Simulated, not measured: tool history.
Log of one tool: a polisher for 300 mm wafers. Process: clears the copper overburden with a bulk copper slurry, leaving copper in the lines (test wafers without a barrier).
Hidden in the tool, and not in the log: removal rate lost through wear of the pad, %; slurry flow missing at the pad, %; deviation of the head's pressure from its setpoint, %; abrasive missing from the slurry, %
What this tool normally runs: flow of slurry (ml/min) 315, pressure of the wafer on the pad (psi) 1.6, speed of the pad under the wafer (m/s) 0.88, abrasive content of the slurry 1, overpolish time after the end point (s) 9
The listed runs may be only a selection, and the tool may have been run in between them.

| run | hour | flow of slurry (ml/min) | pressure of the wafer on the pad (psi) | speed of the pad under the wafer (m/s) | abrasive content of the slurry | overpolish time after the end point (s) | wafers since the last listed run | wafers polished on this pad | hours since the slurry nozzle was cleaned | hours since the head pressure was calibrated | hours since the slurry blender was calibrated | incoming thickness of the incoming film, nm | time until the end point was called (s) | dishing of a wide line in a test structure (angstrom) |
|---|---|---|---|---|---|---|---|---|---|---|---|---|---|---|
| 1 | 0 | 315 | 1.6 | 0.88 | 1 | 9 | 0 | 1664 | 57.6 | 260.4 | 113.7 | 476.5 | 129.1 | 240 |
|  | 32.4 | worn pad replaced by a new one |
| 2 | 33.2 | 315 | 1.6 | 0.88 | 1 | 9 | 344 | 9 | 90.8 | 293.6 | 146.9 | 481.6 | 115.6 | 244 |
|  | 93.6 | slurry blender recalibrated |
|  | 169.1 | worn pad replaced by a new one |
| 3 | 219 | 315 | 1.6 | 0.88 | 1 | 9 | 2119 | 588 | 276.6 | 479.4 | 125.4 | 485.4 | 123.7 | 238 |
| 4 | 265.1 | 315 | 1.6 | 0.88 | 1 | 9 | 543 | 1131 | 322.7 | 525.5 | 171.5 | 478.3 | 132.8 | 236 |
|  | 295.3 | slurry blender recalibrated |
| 5 | 323.2 | 315 | 1.6 | 0.88 | 1 | 9 | 661 | 1792 | 380.8 | 583.6 | 27.9 | 473.1 | 133.6 | 227 |
|  | 344.1 | worn pad replaced by a new one |
| 6 | 413.6 | 315 | 1.6 | 0.88 | 1 | 9 | 1018 | 819 | 471.2 | 674 | 118.3 | 484.2 | 131.4 | 234 |
| 7 | 457.1 | 315 | 1.6 | 0.88 | 1 | 9 | 512 | 1332 | 514.7 | 717.5 | 161.8 | 473.5 | 129.5 | 225 |
|  | 488 | head pressure recalibrated |
| 8 | 488.5 | 315 | 1.1 | 0.88 | 1 | 9 | 346 | 1678 | 546.1 | 0.5 | 193.2 | 473.1 | 185.5 | 161 |
|  | 494 | slurry blender recalibrated |
|  | 499.9 | worn pad replaced by a new one |
| 9 | 528.3 | 315 | 1.4 | 0.88 | 1 | 9 | 398 | 334 | 585.9 | 40.3 | 34.3 | 476.1 | 138.9 | 211 |
| 10 | 553.9 | 315 | 1.6 | 0.88 | 1 | 9 | 301 | 636 | 611.5 | 65.9 | 59.9 | 471.8 | 124.8 | 224 |
|  | 628.8 | slurry nozzle cleaned |
|  | 641.7 | worn pad replaced by a new one |
| 11 | 642.2 | 365 | 2 | 0.88 | 0.75 | 9 | 981 | 6 | 13.4 | 154.2 | 148.2 | 476.6 | 93 | 304 |
| 12 | 699.5 | 315 | 1.6 | 0.88 | 1 | 9 | 675 | 681 | 70.7 | 211.5 | 205.5 | 475.7 | 123.4 | 238 |
| 13 | 729.7 | 315 | 1.1 | 0.72 | 1 | 7 | 355 | 1037 | 100.9 | 241.7 | 235.7 | 485.3 | 222 | 106 |
|  | 754.3 | slurry blender recalibrated |
| 14 | 759.1 | 220 | 1.6 | 0.88 | 1.2 | 7 | 322 | 1360 | 130.3 | 271.1 | 4.8 | 477.2 | 127.4 | 182 |
|  | 790.5 | worn pad replaced by a new one |
| 15 | 796.1 | 315 | 1.6 | 0.88 | 1 | 9 | 388 | 65 | 167.3 | 308.1 | 41.8 | 481.1 | 119.7 | 245 |

Results per run with the tool's hidden condition removed, run-to-run variation unchanged:
| run | time until the end point was called (s) | dishing of a wide line in a test structure (angstrom) |
|---|---|---|
| 1 | 113.4 | 270 |
| 2 | 112.6 | 250 |
| 3 | 111.5 | 261 |
| 4 | 116.1 | 266 |
| 5 | 114.7 | 261 |
| 6 | 116.1 | 261 |
| 7 | 111.9 | 256 |
| 8 | 158.7 | 186 |
| 9 | 126.5 | 230 |
| 10 | 110.4 | 250 |
| 11 | 91.4 | 309 |
| 12 | 112.1 | 259 |
| 13 | 197.8 | 118 |
| 14 | 111.9 | 206 |
| 15 | 114.8 | 255 |
